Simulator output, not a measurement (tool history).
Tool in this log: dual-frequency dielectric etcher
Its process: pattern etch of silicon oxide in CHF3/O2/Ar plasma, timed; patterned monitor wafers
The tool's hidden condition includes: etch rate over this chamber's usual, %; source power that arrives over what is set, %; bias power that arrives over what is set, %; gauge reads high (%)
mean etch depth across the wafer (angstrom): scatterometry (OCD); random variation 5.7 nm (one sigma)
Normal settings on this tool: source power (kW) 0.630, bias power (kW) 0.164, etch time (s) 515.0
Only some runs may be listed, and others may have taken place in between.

| run | hour | source power (kW) | bias power (kW) | etch time (s) | wafers since the last listed run | hours since the last wet clean | hours since the last source power generator calibration | hours since the last bias power generator calibration | hours since the last upper electrode change | hours since the gauge calibration | read-back reference wafer on the same gauge, depth_nm | mean etch depth across the wafer (angstrom) |
|---|---|---|---|---|---|---|---|---|---|---|---|---|
| 1 | 0.0 | 0.630 | 0.164 | 515.0 | 0 | 20.5 | 77.5 | 2100.8 | 2662.7 | 6.5 | 1070.7 | 10167 |
| 2 | 18.8 | 0.630 | 0.136 | 472.5 | 77 | 39.3 | 96.3 | 2119.6 | 2681.5 | 25.3 | 1068.9 | 8814 |
| 3 | 40.8 | 0.630 | 0.164 | 515.0 | 90 | 61.3 | 118.3 | 2141.6 | 2703.5 | 47.3 | 1068.7 | 10057 |
| 4 | 61.8 | 0.630 | 0.164 | 515.0 | 86 | 82.3 | 139.3 | 2162.6 | 2724.5 | 68.3 | 1068.1 | 10155 |
| 5 | 88.0 | 0.630 | 0.164 | 515.0 | 108 | 108.5 | 165.5 | 2188.8 | 2750.7 | 94.5 | 1066.2 | 10037 |
| 6 | 102.9 | 0.630 | 0.164 | 515.0 | 61 | 123.4 | 180.4 | 2203.7 | 2765.6 | 109.4 | 1066.6 | 10167 |
| 7 | 137.4 | 0.630 | 0.164 | 515.0 | 142 | 157.9 | 214.9 | 2238.2 | 2800.1 | 143.9 | 1065.7 | 10054 |
| 8 | 154.9 | 0.540 | 0.203 | 426.5 | 72 | 175.4 | 232.4 | 2255.7 | 2817.6 | 161.4 | 1063.6 | 8427 |
| 9 | 168.9 | 0.730 | 0.141 | 422.0 | 57 | 189.4 | 246.4 | 2269.7 | 2831.6 | 175.4 | 1062.9 | 8393 |
| 10 | 182.7 | 0.630 | 0.164 | 515.0 | 57 | 203.2 | 260.2 | 2283.5 | 2845.4 | 189.2 | 1060.3 | 10052 |
|  | 189.3 | bias power generator calibrated |
| 11 | 200.1 | 0.560 | 0.145 | 620.5 | 55 | 220.6 | 277.6 | 10.8 | 2862.8 | 206.6 | 1060.7 | 11210 |
| 12 | 224.4 | 0.710 | 0.146 | 420.0 | 100 | 244.9 | 301.9 | 35.1 | 2887.1 | 230.9 | 1061.6 | 8253 |
| 13 | 249.8 | 0.770 | 0.164 | 515.0 | 104 | 270.3 | 327.3 | 60.5 | 2912.5 | 256.3 | 1058.5 | 10677 |
| 14 | 281.8 | 0.630 | 0.164 | 515.0 | 132 | 302.3 | 359.3 | 92.5 | 2944.5 | 288.3 | 1059.5 | 10071 |
| 15 | 303.5 | 0.780 | 0.135 | 447.0 | 89 | 324.0 | 381.0 | 114.2 | 2966.2 | 310.0 | 1057.6 | 8936 |
| 16 | 338.1 | 0.770 | 0.194 | 515.0 | 142 | 358.6 | 415.6 | 148.8 | 3000.8 | 344.6 | 1056.2 | 11179 |
| 17 | 369.3 | 0.630 | 0.146 | 589.0 | 128 | 389.8 | 446.8 | 180.0 | 3032.0 | 375.8 | 1053.6 | 11108 |
|  | 398.6 | upper electrode replaced |
| 18 | 399.1 | 0.630 | 0.128 | 451.0 | 23 | 419.6 | 476.6 | 209.8 | 0.5 | 405.6 | 1053.9 | 8213 |
|  | 436.7 | wet clean of the chamber |
| 19 | 437.2 | 0.790 | 0.176 | 608.5 | 58 | 0.5 | 514.7 | 247.9 | 38.6 | 443.7 | 1052.1 | 12810 |
| 20 | 439.7 | 0.630 | 0.164 | 515.0 | 10 | 3.0 | 517.2 | 250.4 | 41.1 | 446.2 | 1050.4 | 10012 |
| 21 | 468.8 | 0.780 | 0.147 | 431.5 | 120 | 32.1 | 546.3 | 279.5 | 70.2 | 475.3 | 1049.7 | 8697 |
| 22 | 488.7 | 0.630 | 0.128 | 451.0 | 82 | 52.0 | 566.2 | 299.4 | 90.1 | 495.2 | 1047.2 | 8201 |
| 23 | 510.3 | 0.630 | 0.153 | 364.0 | 89 | 73.6 | 587.8 | 321.0 | 111.7 | 516.8 | 1048.6 | 6944 |
|  | 529.9 | gauge calibrated |
| 24 | 531.0 | 0.630 | 0.164 | 515.0 | 85 | 94.3 | 608.5 | 341.7 | 132.4 | 1.1 | 1070.5 | 10250 |
| 25 | 545.1 | 0.680 | 0.126 | 396.0 | 58 | 108.4 | 622.6 | 355.8 | 146.5 | 15.2 | 1072.1 | 7498 |
| 26 | 561.1 | 0.490 | 0.131 | 473.0 | 66 | 124.4 | 638.6 | 371.8 | 162.5 | 31.2 | 1068.6 | 8190 |
| 27 | 592.1 | 0.630 | 0.146 | 436.0 | 128 | 155.4 | 669.6 | 402.8 | 193.5 | 62.2 | 1067.7 | 8351 |
| 28 | 606.6 | 0.630 | 0.164 | 515.0 | 59 | 169.9 | 684.1 | 417.3 | 208.0 | 76.7 | 1065.9 | 10180 |
| 29 | 623.8 | 0.630 | 0.146 | 418.5 | 71 | 187.1 | 701.3 | 434.5 | 225.2 | 93.9 | 1066.5 | 7938 |
| 30 | 653.1 | 0.780 | 0.164 | 605.0 | 121 | 216.4 | 730.6 | 463.8 | 254.5 | 123.2 | 1067.5 | 12679 |

Forecast each of these 4 alternatives for the next run:
| A | 653.7 | 0.670 | 0.164 | 515.0 | 2 | 217.0 | 731.2 | 464.4 | 255.1 | 123.8 | ? | ? |
| B | 653.7 | 0.570 | 0.164 | 515.0 | 2 | 217.0 | 731.2 | 464.4 | 255.1 | 123.8 | ? | ? |
| C | 653.7 | 0.630 | 0.132 | 515.0 | 2 | 217.0 | 731.2 | 464.4 | 255.1 | 123.8 | ? | ? |
| D | 653.7 | 0.490 | 0.164 | 461.5 | 2 | 217.0 | 731.2 | 464.4 | 255.1 | 123.8 | ? | ? |

| run | read-back reference wafer on the same gauge, depth_nm | mean etch depth across the wafer (angstrom) |
|---|---|---|
| A | 1065.3 | 10284 |
| B | 1065.3 | 9787 |
| C | 1065.3 | 9555 |
| D | 1065.3 | 8387 |
Had the tool no hidden state, the same runs would have come out as:
| run | mean etch depth across the wafer (angstrom) |
|---|---|
| A | 10326 |
| B | 9827 |
| C | 9593 |
| D | 8421 |

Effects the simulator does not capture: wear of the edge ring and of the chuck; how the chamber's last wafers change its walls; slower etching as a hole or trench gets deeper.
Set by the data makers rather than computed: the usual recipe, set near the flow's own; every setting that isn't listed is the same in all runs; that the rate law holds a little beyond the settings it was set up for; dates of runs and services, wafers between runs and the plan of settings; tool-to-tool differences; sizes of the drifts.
